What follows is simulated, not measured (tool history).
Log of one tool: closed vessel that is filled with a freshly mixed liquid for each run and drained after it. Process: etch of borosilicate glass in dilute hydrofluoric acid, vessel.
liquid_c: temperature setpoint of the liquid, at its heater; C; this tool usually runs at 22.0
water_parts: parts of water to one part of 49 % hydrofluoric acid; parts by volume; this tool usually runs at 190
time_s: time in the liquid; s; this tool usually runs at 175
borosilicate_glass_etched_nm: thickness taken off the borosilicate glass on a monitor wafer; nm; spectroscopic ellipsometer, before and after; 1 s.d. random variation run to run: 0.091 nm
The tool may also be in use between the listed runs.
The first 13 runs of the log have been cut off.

| run | day | liquid_c | water_parts | time_s | wafers since the last listed run | hours since the thermometer was replaced | hours since the hydrofluoric acid flow meter was replaced | hours since the gauge calibration | read-back film thickness of the borosilicate glass reference wafer, read on the same gauge (nm) | borosilicate_glass_etched_nm |
|---|---|---|---|---|---|---|---|---|---|---|
| 14 | 13.471 | 26.0 | 190 | 175 | 2223 | 52.3 | 91.9 | 277.7 | 89.98 | 31.68 |
| 15 | 14.350 | 18.5 | 190 | 175 | 1825 | 73.4 | 113.0 | 298.8 | 89.99 | 23.72 |
| 16 | 15.450 | 20.0 | 250 | 110 | 2284 | 99.8 | 139.4 | 325.2 | 90.01 | 11.44 |
| 17 | 15.988 | 25.5 | 235 | 125 | 1116 | 112.7 | 152.3 | 338.1 | 90.00 | 17.07 |
| 18 | 16.846 | 22.0 | 265 | 175 | 1782 | 133.3 | 172.9 | 358.7 | 90.01 | 18.28 |
| 19 | 18.138 | 20.0 | 190 | 125 | 2682 | 164.3 | 203.9 | 389.7 | 90.00 | 18.20 |
| 20 | 18.796 | 22.0 | 190 | 175 | 1367 | 180.1 | 219.7 | 405.5 | 89.99 | 27.70 |
| 21 | 19.692 | 23.0 | 235 | 175 | 1860 | 201.6 | 241.2 | 427.0 | 89.93 | 22.15 |
| 22 | 21.104 | 22.0 | 190 | 175 | 2932 | 235.5 | 275.1 | 460.9 | 90.00 | 27.66 |
| 23 | 22.379 | 22.0 | 110 | 175 | 2647 | 266.1 | 305.7 | 491.5 | 89.96 | 52.50 |
| 24 | 23.338 | 25.5 | 140 | 175 | 1989 | 289.1 | 328.7 | 514.5 | 89.94 | 45.59 |
| 25 | 23.988 | 22.0 | 190 | 175 | 1349 | 304.7 | 344.3 | 530.1 | 90.01 | 28.00 |
| 26 | 25.054 | 22.0 | 190 | 175 | 2214 | 330.3 | 369.9 | 555.7 | 89.97 | 27.76 |
| 27 | 26.412 | 22.0 | 190 | 175 | 2820 | 362.9 | 402.5 | 588.3 | 90.03 | 28.09 |
| 28 | 27.608 | 22.0 | 190 | 175 | 2483 | 391.6 | 431.2 | 617.0 | 90.00 | 28.31 |

Estimate the outcome of run 29 from the log above:
| 29 | 28.921 | 20.0 | 115 | 175 | 2725 | 423.1 | 462.7 | 648.5 | ? | ? |

{"run 29": {"read-back film thickness of the borosilicate glass reference wafer, read on the same gauge (nm)": 90.02, "borosilicate_glass_etched_nm": 46.85}}
The same run, on a tool lacking any hidden state, would have yielded borosilicate_glass_etched_nm 44.58 nm.
